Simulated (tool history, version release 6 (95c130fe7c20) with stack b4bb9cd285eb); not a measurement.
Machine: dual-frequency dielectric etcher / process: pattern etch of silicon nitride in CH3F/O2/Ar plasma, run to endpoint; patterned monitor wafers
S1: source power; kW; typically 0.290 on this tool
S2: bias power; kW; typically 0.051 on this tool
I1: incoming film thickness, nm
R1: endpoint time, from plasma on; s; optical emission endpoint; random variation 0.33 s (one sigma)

run 1 hour=0.0 | S1=0.260 S2=0.054 | I1=31.79 | R1=61.6
run 2 hour=32.9 | S1=0.340 S2=0.051 | I1=31.91 | R1=55.2
run 3 hour=93.5 | S1=0.340 S2=0.051 | I1=31.50 | R1=54.7
run 4 hour=149.5 | S1=0.340 S2=0.051 | I1=31.79 | R1=55.5
run 5 hour=218.0 | S1=0.290 S2=0.051 | I1=31.95 | R1=60.8
run 6 hour=268.4 | S1=0.290 S2=0.051 | I1=31.69 | R1=59.3
run 7 hour=332.1 | S1=0.290 S2=0.051 | I1=31.58 | R1=59.9
-- hour=364.9 upper electrode replaced
-- hour=384.8 bias power generator calibrated
run 8 hour=400.6 | S1=0.290 S2=0.051 | I1=31.37 | R1=60.1
run 9 hour=439.7 | S1=0.290 S2=0.055 | I1=31.39 | R1=58.7
-- hour=464.0 wet clean of the chamber
run 10 hour=490.7 | S1=0.290 S2=0.055 | I1=31.69 | R1=57.1
-- hour=506.6 source power generator calibrated
run 11 hour=545.0 | S1=0.290 S2=0.051 | I1=31.75 | R1=59.3
run 12 hour=612.2 | S1=0.350 S2=0.045 | I1=31.94 | R1=57.5
run 13 hour=641.6 | S1=0.240 S2=0.040 | I1=31.87 | R1=72.1
run 14 hour=690.7 | S1=0.310 S2=0.062 | I1=31.62 | R1=53.3
run 15 hour=757.4 | S1=0.330 S2=0.045 | I1=31.60 | R1=58.5
run 16 hour=782.1 | S1=0.290 S2=0.051 | I1=31.38 | R1=59.0
run 17 hour=830.9 | S1=0.330 S2=0.051 | I1=31.83 | R1=56.5
run 18 hour=899.6 | S1=0.290 S2=0.064 | I1=32.05 | R1=55.4
run 19 hour=982.4 | S1=0.290 S2=0.041 | I1=31.57 | R1=65.8
run 20 hour=1014.9 | S1=0.310 S2=0.062 | I1=31.61 | R1=54.1

3 options for the next run, each taken on its own from the tool as it stands now. Forecast them:
run A hour=1015.3 | S1=0.240 S2=0.051 | I1=31.49 | R1=?
run B hour=1015.3 | S1=0.260 S2=0.051 | I1=31.49 | R1=?
run C hour=1015.3 | S1=0.230 S2=0.051 | I1=31.49 | R1=?

run=A R1=65.7
run=B R1=63.1
run=C R1=67.1
What these runs would have given with no unlogged condition in the tool:
run=A R1=63.2
run=B R1=60.7
run=C R1=64.6

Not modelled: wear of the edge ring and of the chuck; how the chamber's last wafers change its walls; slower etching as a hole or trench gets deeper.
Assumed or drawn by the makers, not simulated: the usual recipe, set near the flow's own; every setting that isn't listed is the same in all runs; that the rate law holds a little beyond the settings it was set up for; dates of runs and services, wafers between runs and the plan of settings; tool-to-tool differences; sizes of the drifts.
